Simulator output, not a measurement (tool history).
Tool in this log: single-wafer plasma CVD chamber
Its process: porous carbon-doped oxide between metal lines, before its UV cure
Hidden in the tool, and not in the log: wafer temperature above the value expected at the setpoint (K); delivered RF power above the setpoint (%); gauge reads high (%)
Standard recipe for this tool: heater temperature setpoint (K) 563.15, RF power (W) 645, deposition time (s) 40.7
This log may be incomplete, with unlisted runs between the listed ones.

| run | day | heater temperature setpoint (K) | RF power (W) | deposition time (s) | wafers since the last listed run | hours since the last thermocouple change | hours since the last RF generator calibration | hours since the showerhead was replaced | hours since the gauge calibration | read-back reference wafer on the same gauge, thickness_nm | mean film thickness on the monitor wafer (Å) |
|---|---|---|---|---|---|---|---|---|---|---|---|
| 1 | 0 | 563.15 | 645 | 40.7 | 0 | 1178.6 | 1082.3 | 3409.9 | 307.9 | 300.977 | 2555.45 |
| 2 | 1.029 | 563.15 | 645 | 40.7 | 682 | 1203.3 | 1107 | 3434.6 | 332.6 | 300.899 | 2560.74 |
| 3 | 2.021 | 563.15 | 645 | 40.7 | 657 | 1227.1 | 1130.8 | 3458.4 | 356.4 | 301.235 | 2548.64 |
| 4 | 2.671 | 573.15 | 645 | 40.7 | 431 | 1242.7 | 1146.4 | 3474 | 372 | 300.807 | 2419.79 |
| 5 | 3.571 | 573.15 | 645 | 40.7 | 596 | 1264.3 | 1168 | 3495.6 | 393.6 | 300.961 | 2418.17 |
| 6 | 5.038 | 573.15 | 645 | 40.7 | 972 | 1299.5 | 1203.2 | 3530.8 | 428.8 | 301.122 | 2414.16 |
| 7 | 5.542 | 563.15 | 620 | 34.9 | 334 | 1311.6 | 1215.3 | 3542.9 | 440.9 | 301.229 | 2094.03 |
| 8 | 6.079 | 563.15 | 620 | 34.9 | 356 | 1324.5 | 1228.2 | 3555.8 | 453.8 | 301.316 | 2095.22 |
|  | 6.908 | showerhead replaced |
| 9 | 7.425 | 563.15 | 620 | 34.9 | 671 | 1356.8 | 1260.5 | 12.4 | 486.1 | 301.17 | 2081.48 |
| 10 | 7.971 | 563.15 | 600 | 40.7 | 362 | 1369.9 | 1273.6 | 25.5 | 499.2 | 300.778 | 2337.34 |
| 11 | 9.371 | 563.15 | 600 | 40.7 | 928 | 1403.5 | 1307.2 | 59.1 | 532.8 | 300.986 | 2327.7 |
| 12 | 10.304 | 563.15 | 645 | 40.7 | 619 | 1425.9 | 1329.6 | 81.5 | 555.2 | 300.833 | 2497.59 |
|  | 10.679 | gauge calibrated |
| 13 | 11.662 | 563.15 | 520 | 42.8 | 900 | 1458.5 | 1362.2 | 114.1 | 23.6 | 300.913 | 2032.3 |
|  | 12.417 | thermocouple changed; heater temperature recalibrated |
| 14 | 13.079 | 558.15 | 645 | 44.4 | 718 | 15.9 | 1396.2 | 148.1 | 57.6 | 301.004 | 2743.31 |
| 15 | 13.85 | 555.15 | 520 | 47.3 | 511 | 34.4 | 1414.7 | 166.6 | 76.1 | 300.902 | 2332.98 |
| 16 | 14.438 | 559.15 | 645 | 35.5 | 389 | 48.5 | 1428.8 | 180.7 | 90.2 | 300.704 | 2198.83 |
| 17 | 15.542 | 563.15 | 535 | 40.7 | 732 | 75 | 1455.3 | 207.2 | 116.7 | 301.006 | 1978.14 |
|  | 16 | RF generator calibrated |
| 18 | 16.554 | 552.15 | 645 | 40.7 | 450 | 99.3 | 13.3 | 231.5 | 141 | 300.912 | 2901.54 |
| 19 | 17.671 | 563.15 | 645 | 40.7 | 740 | 126.1 | 40.1 | 258.3 | 167.8 | 300.915 | 2713.2 |
| 20 | 18.475 | 563.15 | 645 | 40.7 | 533 | 145.4 | 59.4 | 277.6 | 187.1 | 301.207 | 2758.4 |
| 21 | 19.162 | 551.15 | 720 | 42.8 | 456 | 161.9 | 75.9 | 294.1 | 203.6 | 301.268 | 3425.79 |
| 22 | 19.917 | 553.15 | 610 | 37.1 | 500 | 180 | 94 | 312.2 | 221.7 | 301.039 | 2510.6 |
| 23 | 20.696 | 563.15 | 680 | 37.5 | 516 | 198.7 | 112.7 | 330.9 | 240.4 | 300.93 | 2634.32 |
| 24 | 21.342 | 563.15 | 645 | 48.8 | 428 | 214.2 | 128.2 | 346.4 | 255.9 | 301.212 | 3272.67 |
| 25 | 22.008 | 563.15 | 645 | 40.7 | 442 | 230.2 | 144.2 | 362.4 | 271.9 | 301.048 | 2749.57 |

Each row is a separate what-if for the run after 25, all from the same tool condition, not one after another. Results?
| A | 22.025 | 563.15 | 645 | 40.7 | 11 | 230.6 | 144.6 | 362.8 | 272.3 | ? | ? |
| B | 22.025 | 578.15 | 645 | 45.9 | 11 | 230.6 | 144.6 | 362.8 | 272.3 | ? | ? |
| C | 22.025 | 563.15 | 645 | 37.9 | 11 | 230.6 | 144.6 | 362.8 | 272.3 | ? | ? |
| D | 22.025 | 563.15 | 645 | 37.5 | 11 | 230.6 | 144.6 | 362.8 | 272.3 | ? | ? |
| E | 22.025 | 555.15 | 740 | 34.6 | 11 | 230.6 | 144.6 | 362.8 | 272.3 | ? | ? |

| run | read-back reference wafer on the same gauge, thickness_nm | mean film thickness on the monitor wafer (Å) |
|---|---|---|
| A | 301.138 | 2705.5 |
| B | 301.138 | 2812.42 |
| C | 301.138 | 2523.89 |
| D | 301.138 | 2497.94 |
| E | 301.138 | 2745.44 |
With the hidden condition removed and each run's random variation left untouched, the same runs would have given:
| run | mean film thickness on the monitor wafer (Å) |
|---|---|
| A | 2716.23 |
| B | 2823.57 |
| C | 2533.9 |
| D | 2507.85 |
| E | 2756.16 |
